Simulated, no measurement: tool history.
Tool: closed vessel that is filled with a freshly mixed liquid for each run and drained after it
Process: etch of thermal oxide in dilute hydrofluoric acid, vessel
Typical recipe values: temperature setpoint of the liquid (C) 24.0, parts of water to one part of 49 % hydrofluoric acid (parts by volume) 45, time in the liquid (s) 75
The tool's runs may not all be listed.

run	hour	temperature setpoint of the liquid (C)	parts of water to one part of 49 % hydrofluoric acid (parts by volume)	time in the liquid (s)	wafers since the last listed run	hours since the thermometer was replaced	hours since the hydrofluoric acid flow meter was replaced	hours since the gauge calibration	read-back film thickness of the thermal oxide reference wafer, read on the same gauge (nm)	thickness taken off the thermal oxide on a monitor wafer (angstrom)
1	0.0	24.0	45	75	0	768.3	1612.0	30.9	109.98	93.4
2	16.6	24.0	45	45	1884	784.9	1628.6	47.5	110.01	56.1
3	29.5	24.0	45	45	1464	797.8	1641.5	60.4	110.01	56.0
4	36.0	24.0	45	45	738	804.3	1648.0	66.9	110.02	56.5
5	45.4	24.0	45	75	1067	813.7	1657.4	76.3	110.00	93.4
# hour 59.5: thermometer replaced
6	60.6	24.0	45	75	1612	1.1	1672.6	91.5	109.96	93.6
7	67.0	24.0	45	75	726	7.5	1679.0	97.9	109.99	93.7
8	75.1	24.0	45	75	919	15.6	1687.1	106.0	109.99	93.6
# hour 87.4: gauge calibrated
9	87.4	24.0	55	40	1396	27.9	1699.4	0.0	109.98	40.6
10	104.4	24.0	45	45	1930	44.9	1716.4	17.0	110.00	56.4
# hour 114.0: hydrofluoric acid flow meter replaced
11	114.9	28.5	35	110	1078	55.4	0.9	27.5	110.03	191.6
12	124.4	26.5	45	95	1078	64.9	10.4	37.0	110.01	116.8
13	137.3	28.0	45	100	1464	77.8	23.3	49.9	110.00	130.9
14	153.9	21.5	60	105	1884	94.4	39.9	66.5	109.99	77.5
15	166.6	25.5	35	75	1441	107.1	52.6	79.2	110.03	115.7
16	176.2	24.0	55	75	1090	116.7	62.2	88.8	110.01	67.1

Forecast each of these 5 alternatives for the next run:
A	176.9	20.0	45	75	79	117.4	62.9	89.5	?	?
B	176.9	29.0	30	60	79	117.4	62.9	89.5	?	?
C	176.9	24.0	60	120	79	117.4	62.9	89.5	?	?
D	176.9	21.0	25	55	79	117.4	62.9	89.5	?	?
E	176.9	26.0	30	75	79	117.4	62.9	89.5	?	?

run	read-back film thickness of the thermal oxide reference wafer, read on the same gauge (nm)	thickness taken off the thermal oxide on a monitor wafer (angstrom)
A	109.98	71.0
B	109.98	126.2
C	109.98	98.8
D	109.98	100.2
E	109.98	139.6
With no hidden state in the tool, these same runs would have given:
run	thickness taken off the thermal oxide on a monitor wafer (angstrom)
A	70.0
B	124.5
C	97.4
D	98.8
E	137.7

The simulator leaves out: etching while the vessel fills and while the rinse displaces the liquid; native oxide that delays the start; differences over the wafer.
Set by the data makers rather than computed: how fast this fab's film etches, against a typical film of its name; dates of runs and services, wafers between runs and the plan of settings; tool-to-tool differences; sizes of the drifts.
